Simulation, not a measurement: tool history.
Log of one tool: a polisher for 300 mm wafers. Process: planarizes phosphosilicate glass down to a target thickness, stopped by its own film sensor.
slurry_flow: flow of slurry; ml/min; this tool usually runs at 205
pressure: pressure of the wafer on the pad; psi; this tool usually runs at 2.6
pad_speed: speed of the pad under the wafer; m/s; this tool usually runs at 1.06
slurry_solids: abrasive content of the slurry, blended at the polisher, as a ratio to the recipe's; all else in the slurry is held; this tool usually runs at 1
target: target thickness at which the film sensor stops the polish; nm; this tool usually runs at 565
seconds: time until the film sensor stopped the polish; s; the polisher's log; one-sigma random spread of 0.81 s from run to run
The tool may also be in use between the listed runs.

run,hour,slurry_flow,pressure,pad_speed,slurry_solids,target,wafers since the last listed run,wafers polished on this pad,hours since the slurry nozzle was cleaned,hours since the head pressure was calibrated,hours since the slurry blender was calibrated,hours since the conditioning disc was replaced,"incoming thickness of the incoming film, nm",seconds
1,0,205,2.3,1.06,1,565,0,1544,164.9,326.8,121.5,26.5,1183.8,88.9
2,60.8,205,2.6,1.06,1,565,481,2026,225.7,387.6,182.3,87.3,1178.9,80.6
# hour 124.1: head pressure recalibrated
3,140,205,2.6,1.06,1,565,611,2638,304.9,15.9,261.5,166.5,1187.1,82.7
# hour 155.2: worn pad replaced by a new one
# hour 190.3: slurry nozzle cleaned
4,206.6,205,2.6,1.06,1,565,488,399,16.3,82.5,328.1,233.1,1190.2,84.1
5,289.4,205,2.6,0.88,1,565,656,1055,99.1,165.3,410.9,315.9,1207,101.8
# hour 313.2: conditioning disc replaced and pad reconditioned
# hour 322.9: slurry blender recalibrated
6,355.3,205,2.6,1.06,1,565,490,1546,165,231.2,32.4,42.1,1195.6,80.3
7,439.8,205,2.6,1.06,1,565,669,2215,249.5,315.7,116.9,126.6,1209,85.3
# hour 529.5: worn pad replaced by a new one, of another model than before
# hour 556: head pressure recalibrated
# hour 617.8: slurry nozzle cleaned
# hour 635.6: conditioning disc replaced and pad reconditioned
8,653.7,205,2.6,1.06,1,565,1624,944,35.9,97.7,330.8,18.1,1179.9,77.9
9,751.8,205,2.6,1.06,1,565,777,1722,134,195.8,428.9,116.2,1193.7,82.8
# hour 766.8: slurry blender recalibrated
10,836.6,205,2.6,1.06,1,565,656,2378,218.8,280.6,69.8,201,1207.4,86.8
# hour 902.8: worn pad replaced by a new one
11,903.3,205,2.6,0.94,1,565,496,3,285.5,347.3,136.5,267.7,1187.7,90.5
# hour 984.1: conditioning disc replaced and pad reconditioned
12,991.9,250,2.6,0.84,1,565,686,690,374.1,435.9,225.1,7.8,1174.6,84.1
# hour 1017.6: slurry nozzle cleaned
13,1030.9,175,2.6,1.06,1,565,301,991,13.3,474.9,264.1,46.8,1192.2,84.9
14,1114.4,160,2.6,1.06,0.85,647,661,1653,96.8,558.4,347.6,130.3,1184,85.2
# hour 1128.4: head pressure recalibrated
15,1207.1,205,2.6,1.06,1,565,718,2372,189.5,78.7,440.3,223,1196.8,86.7
# hour 1223.4: slurry blender recalibrated
16,1251.5,205,2.6,1.06,1,565,336,2708,233.9,123.1,28.1,267.4,1209.7,89.6
# hour 1280.5: worn pad replaced by a new one
17,1329.3,205,2.6,0.78,1,565,584,387,311.7,200.9,105.9,345.2,1189.9,101
# hour 1379.8: conditioning disc replaced and pad reconditioned
18,1435.7,260,2.6,1.06,1,701,827,1214,418.1,307.3,212.3,55.9,1211.7,63.1
# hour 1448.2: slurry nozzle cleaned
19,1536.5,205,2.6,1.06,1,565,791,2005,88.3,408.1,313.1,156.7,1203.4,84.7
# hour 1608.8: slurry blender recalibrated
20,1609.3,140,2.6,1.06,1.15,565,561,2566,161.1,480.9,0.5,229.5,1199.9,86.8
# hour 1623.7: worn pad replaced by a new one
# hour 1635.4: head pressure recalibrated
21,1689.8,145,2.1,0.72,1,735,590,507,241.6,54.4,81,310,1201.8,94.5

Branching from run 21: 5 alternative next runs. What would each branch give?
A,1690.2,205,2.6,1.06,1,565,3,511,242,54.8,81.4,310.4,1193.2,?
B,1690.2,205,2.6,1.06,0.9,565,3,511,242,54.8,81.4,310.4,1193.2,?
C,1690.2,145,2.6,1.06,1.3,565,3,511,242,54.8,81.4,310.4,1193.2,?
D,1690.2,205,2,1.06,1,565,3,511,242,54.8,81.4,310.4,1193.2,?
E,1690.2,180,2.6,0.82,1,490,3,511,242,54.8,81.4,310.4,1193.2,?

run,seconds
A,87.3
B,94.6
C,82
D,98.4
E,112.1
Had the tool no hidden state, the same runs would have come out as:
run,seconds
A,78.9
B,85.5
C,74.1
D,89.8
E,102.5

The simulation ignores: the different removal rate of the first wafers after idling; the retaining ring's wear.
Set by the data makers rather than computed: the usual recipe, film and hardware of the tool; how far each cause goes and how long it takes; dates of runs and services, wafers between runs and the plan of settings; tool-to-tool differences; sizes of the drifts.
